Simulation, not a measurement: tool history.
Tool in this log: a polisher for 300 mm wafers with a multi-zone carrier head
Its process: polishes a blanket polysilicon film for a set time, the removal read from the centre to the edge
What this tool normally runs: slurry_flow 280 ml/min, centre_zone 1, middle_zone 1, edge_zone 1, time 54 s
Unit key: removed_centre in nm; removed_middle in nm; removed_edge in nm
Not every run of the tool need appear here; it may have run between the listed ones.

run	hour	slurry_flow	centre_zone	middle_zone	edge_zone	time	incoming thickness of the incoming film, nm	removed_centre	removed_middle	removed_edge
1	0	280	1	1.09	1	49	2206	340.8	369.1	349.9
2	102.3	305	0.88	1.07	1	41	2197.8	250.4	305.2	292.5
3	162.5	195	0.94	1	1	54	2182.2	319.2	354.7	358.1
4	239.2	280	1.05	0.92	0.91	44	2214	317	289.8	288.7
5	340.1	205	1	0.94	1	54	2193.3	361.8	358.8	381.7
6	377.3	280	1	1	1	54	2187.8	372.5	404.6	391.1
7	576.3	350	1	1	0.91	54	2185.2	405.2	399.8	381.2
8	702.7	340	1	1	1.06	54	2205.3	382.8	403	405.4
9	759	280	1	1	1	54	2184	383.7	390.4	374.4
10	859.7	280	1.03	1.06	1	54	2168.5	382.7	405.8	379.6
11	900.3	280	1	1	1	54	2176.5	374.2	393.3	375.8
12	961.6	280	1	1	1	54	2161.5	375.3	375.3	371.2
13	1054.7	200	0.92	1	1	54	2214.3	304.3	345.8	359.6
14	1152.6	320	0.95	1.08	1	54	2146.4	376.9	432.6	408.4
15	1223.2	280	1	1	1.04	54	2199.3	368.6	392.8	391.5
16	1292	280	0.95	0.91	1	40	2162.7	285.2	282.3	298.4
17	1451.2	210	1	1	1	48	2172.5	332.9	339.4	338.9
18	1532.2	280	1	1.07	1	54	2138.6	381.6	408.1	377.2
19	1575.3	280	1	1	1	54	2155.9	381.1	385.8	381.1
20	1645.7	280	1	1.09	1	49	2189.9	346.6	382.4	339
21	1690.2	280	0.94	1	1	67	2206.2	432.2	484.6	482.9

Not shown here: 9 entries made in the log between runs. Locate each between two listed runs and compare the hidden state at the listed run before it with the hidden state at the listed run after it:
From run 2 to run 3: edge zone pressure recalibrated (hour 127.3)
  removal rate lost through wear of the pad, %: 8.53 -> 8.64; slurry flow missing at the pad, %: 14.2 -> 17.2
  the result without the hidden state subtracted from the measured one, removed_centre: -28.7 -> -44.7 nm; removed_middle: -34.3 -> -47.7 nm; removed_edge: -31.5 -> -44.3 nm
From run 4 to run 5: worn pad replaced by a new one (hour 245.4)
  removal rate lost through wear of the pad, %: 8.75 -> 2.76; slurry flow missing at the pad, %: 21.7 -> 28.7
  the result without the hidden state subtracted from the measured one, removed_centre: -43.2 -> -39.5 nm; removed_middle: -38.3 -> -35.7 nm; removed_edge: -35.6 -> -30.4 nm
From run 5 to run 6: centre zone pressure recalibrated (hour 363)
  removal rate lost through wear of the pad, %: 2.76 -> 3.57; slurry flow missing at the pad, %: 28.7 -> 31.6
  the result without the hidden state subtracted from the measured one, removed_centre: -39.5 -> -38.3 nm; removed_middle: -35.7 -> -38.8 nm; removed_edge: -30.4 -> -31.6 nm
From run 6 to run 7: carrier head's membrane replaced by a new one (hour 393.2); slurry nozzle cleaned (hour 453.7)
  removal rate lost through wear of the pad, %: 3.57 -> 6.44; slurry flow missing at the pad, %: 31.6 -> 4.6
  the result without the hidden state subtracted from the measured one, removed_centre: -38.3 -> -30 nm; removed_middle: -38.8 -> -29.4 nm; removed_edge: -31.6 -> -27.6 nm
From run 11 to run 12: edge zone pressure recalibrated (hour 944)
  removal rate lost through wear of the pad, %: 8.29 -> 8.45; slurry flow missing at the pad, %: 15.7 -> 19.2
  the result without the hidden state subtracted from the measured one, removed_centre: -43.8 -> -47.5 nm; removed_middle: -44.9 -> -46.2 nm; removed_edge: -40.8 -> -42.9 nm
From run 13 to run 14: worn pad replaced by a new one (hour 1132.5)
  removal rate lost through wear of the pad, %: 8.64 -> 0.812; slurry flow missing at the pad, %: 25.4 -> 33
  the result without the hidden state subtracted from the measured one, removed_centre: -51.2 -> -25.3 nm; removed_middle: -55.3 -> -26.5 nm; removed_edge: -50.9 -> -19.7 nm
From run 15 to run 16: slurry nozzle cleaned (hour 1286.3)
  removal rate lost through wear of the pad, %: 2.72 -> 4.16; slurry flow missing at the pad, %: 39.3 -> 2.17
  the result without the hidden state subtracted from the measured one, removed_centre: -45.1 -> -13.2 nm; removed_middle: -43.9 -> -13 nm; removed_edge: -35.2 -> -13.5 nm
From run 17 to run 18: carrier head's membrane replaced by a new one (hour 1469.1)
  removal rate lost through wear of the pad, %: 6.37 -> 7.09; slurry flow missing at the pad, %: 3.8 -> 5.8
  the result without the hidden state subtracted from the measured one, removed_centre: -25.1 -> -32.4 nm; removed_middle: -25.3 -> -34.3 nm; removed_edge: -24.7 -> -31 nm
